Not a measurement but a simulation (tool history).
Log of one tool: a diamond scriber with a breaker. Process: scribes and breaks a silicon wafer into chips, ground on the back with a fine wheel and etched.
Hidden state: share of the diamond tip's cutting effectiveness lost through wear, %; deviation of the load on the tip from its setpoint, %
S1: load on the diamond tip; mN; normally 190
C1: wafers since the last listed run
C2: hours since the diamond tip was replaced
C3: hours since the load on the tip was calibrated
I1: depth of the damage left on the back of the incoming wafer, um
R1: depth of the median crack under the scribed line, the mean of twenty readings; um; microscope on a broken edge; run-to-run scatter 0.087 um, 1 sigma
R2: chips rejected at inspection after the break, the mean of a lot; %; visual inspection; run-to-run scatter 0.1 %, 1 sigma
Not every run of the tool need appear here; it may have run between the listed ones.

run	hour	S1	C1	C2	C3	I1	R1	R2
1	0	157	0	926.9	719.4	0.52	7.54	10.17
2	15.4	202	45	942.3	734.8	0.52	9.84	1.85
3	30	202	42	956.9	749.4	0.61	9.84	1.8
4	44.9	190	43	971.8	764.3	0.63	9.24	3.01
5	58.3	190	39	985.2	777.7	0.77	9.29	3.26
6	66.2	190	23	993.1	785.6	0.43	9.33	2.91
7	77.6	232	33	1004.5	797	0.74	11.27	1.62
8	95.5	232	52	1022.4	814.9	0.47	11.08	1.74
9	105.1	190	28	1032	824.5	0.72	9.25	3.17
10	121.7	190	48	1048.6	841.1	0.42	9.26	3.05
11	127.8	190	17	1054.7	847.2	0.35	9.01	3.51
# hour 143.8: diamond tip replaced by a new one, of another model than before
12	144.3	190	42	0.5	863.7	0.48	10.3	1.49
13	149.1	190	14	5.3	868.5	0.64	10.55	1.27
14	166.9	229	52	23.1	886.3	0.55	12.07	3.47
15	184.5	154	51	40.7	903.9	0.71	8.89	3.59
16	191.9	190	21	48.1	911.3	0.48	10.48	1.72
17	201.7	236	28	57.9	921.1	0.41	12.25	4.15
18	217.5	145	46	73.7	936.9	0.48	8.62	5.11
19	233.8	232	47	90	953.2	0.32	12.06	3.47
20	248.4	160	42	104.6	967.8	0.41	9.09	3.06
21	257.7	134	27	113.9	977.1	0.56	7.84	7.87
22	270.3	153	36	126.5	989.7	0.56	8.79	3.81
# hour 276.9: load on the tip recalibrated
23	283.1	139	31	139.3	6.2	0.43	8.14	6.34
24	297.2	190	41	153.4	20.3	0.47	10.28	1.57
25	305.9	163	25	162.1	29	0.5	9.28	2.92
26	317.1	231	32	173.3	40.2	0.32	12.17	3.48
27	334.9	155	52	191.1	58	0.46	8.9	4.2
28	341.1	229	18	197.3	64.2	0.41	12.1	3.18
29	358.9	190	52	215.1	82	0.54	10.37	1.71

Consider 3 possible next runs. They are alternatives, not a sequence: every one starts from the tool as it was left by run 29. What does each give?
A	359.5	190	1	215.7	82.6	0.69	?	?
B	359.5	240	1	215.7	82.6	0.69	?	?
C	359.5	215	1	215.7	82.6	0.69	?	?

run	R1	R2
A	10.33	1.54
B	12.31	4.01
C	11.34	2.18
Stripped of hidden state, with their random variation kept, the same runs would have yielded:
run	R1	R2
A	10.41	1.53
B	12.41	4.24
C	11.43	2.31

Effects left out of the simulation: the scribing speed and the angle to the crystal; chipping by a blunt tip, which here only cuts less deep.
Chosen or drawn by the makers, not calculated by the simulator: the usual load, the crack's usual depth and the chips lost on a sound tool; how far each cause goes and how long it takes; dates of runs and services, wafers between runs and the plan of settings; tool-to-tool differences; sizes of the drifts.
